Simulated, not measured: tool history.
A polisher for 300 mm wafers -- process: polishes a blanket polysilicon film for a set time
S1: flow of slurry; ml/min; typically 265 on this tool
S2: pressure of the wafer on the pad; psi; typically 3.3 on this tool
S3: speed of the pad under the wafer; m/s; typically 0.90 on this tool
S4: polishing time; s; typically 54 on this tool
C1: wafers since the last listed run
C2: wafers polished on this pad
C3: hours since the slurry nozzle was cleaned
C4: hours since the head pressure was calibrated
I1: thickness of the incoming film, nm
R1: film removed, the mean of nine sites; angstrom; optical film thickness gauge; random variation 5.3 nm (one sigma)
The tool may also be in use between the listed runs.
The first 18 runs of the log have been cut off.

run     day   S1   S2    S3  S4   C1    C2     C3     C4      I1    R1
      8.962  -- slurry nozzle cleaned
 19   9.038  325  3.3  1.06  54  224  1035    1.8   25.5  1337.9  5482
 20   9.617  265  3.9  0.74  54  189  1224   15.7   39.4  1312.7  4440
 21  10.179  265  2.9  0.90  54  183  1407   29.2   52.9  1328.7  4119
     10.458  -- worn pad replaced by a new one
 22  10.929  265  3.3  1.20  54  190   153   47.2   70.9  1343.3  5919
 23  11.617  315  2.4  1.16  35  224   378   63.7   87.4  1321.0  2896
 24  11.896  265  3.3  0.90  67   91   469   70.4   94.1  1333.6  5545
     12.212  -- slurry nozzle cleaned, repeated, since the last time left the tool worse
 25  12.233  265  3.3  0.90  40   96   565    0.5  102.2  1335.3  3635
 26  12.942  350  3.7  0.82  60  231   797   17.5  119.2  1325.2  5564
 27  13.292  265  2.1  1.18  71  114   911   25.9  127.6  1318.3  5546
 28  13.825  235  2.8  1.04  54  174  1085   38.7  140.4  1329.1  4757
 29  14.517  350  3.8  0.74  45  225  1311   55.3  157.0  1337.1  3910
     15.092  -- worn pad replaced by a new one
 30  15.112  265  3.3  0.90  54  140     6   69.6  171.3  1318.4  4881
 31  15.667  265  3.3  0.90  54  180   187   82.9  184.6  1330.5  4862
 32  16.383  310  4.0  0.74  72  233   421  100.1  201.8  1327.6  6390
 33  16.983  265  3.3  0.90  54  195   617  114.5  216.2  1323.7  4802
 34  17.450  265  2.8  1.14  36  152   769  125.7  227.4  1329.3  3453
 35  18.158  205  2.6  0.90  65  231  1000  142.7  244.4  1311.8  4541
 36  18.654  265  3.3  0.90  54  161  1162  154.6  256.3  1322.7  4795
     19.462  -- worn pad replaced by a new one
 37  19.483  315  2.5  1.00  54  216     7  174.5  276.2  1310.9  4267

Alternative continuations, all from the tool just after run 37; predict every row:
  A  19.500  265  3.3  0.90  64   5  12  174.9  276.6  1316.7   ?
  B  19.500  265  3.3  0.60  54   5  12  174.9  276.6  1316.7   ?
  C  19.500  205  4.2  0.78  35   5  12  174.9  276.6  1316.7   ?
  D  19.500  265  3.3  0.90  44   5  12  174.9  276.6  1316.7   ?

run    R1
  A  5694
  B  3280
  C  3275
  D  3915
Take away the tool's hidden state, keep each run's random variation, and the runs would have read:
run    R1
  A  5790
  B  3335
  C  3343
  D  3981

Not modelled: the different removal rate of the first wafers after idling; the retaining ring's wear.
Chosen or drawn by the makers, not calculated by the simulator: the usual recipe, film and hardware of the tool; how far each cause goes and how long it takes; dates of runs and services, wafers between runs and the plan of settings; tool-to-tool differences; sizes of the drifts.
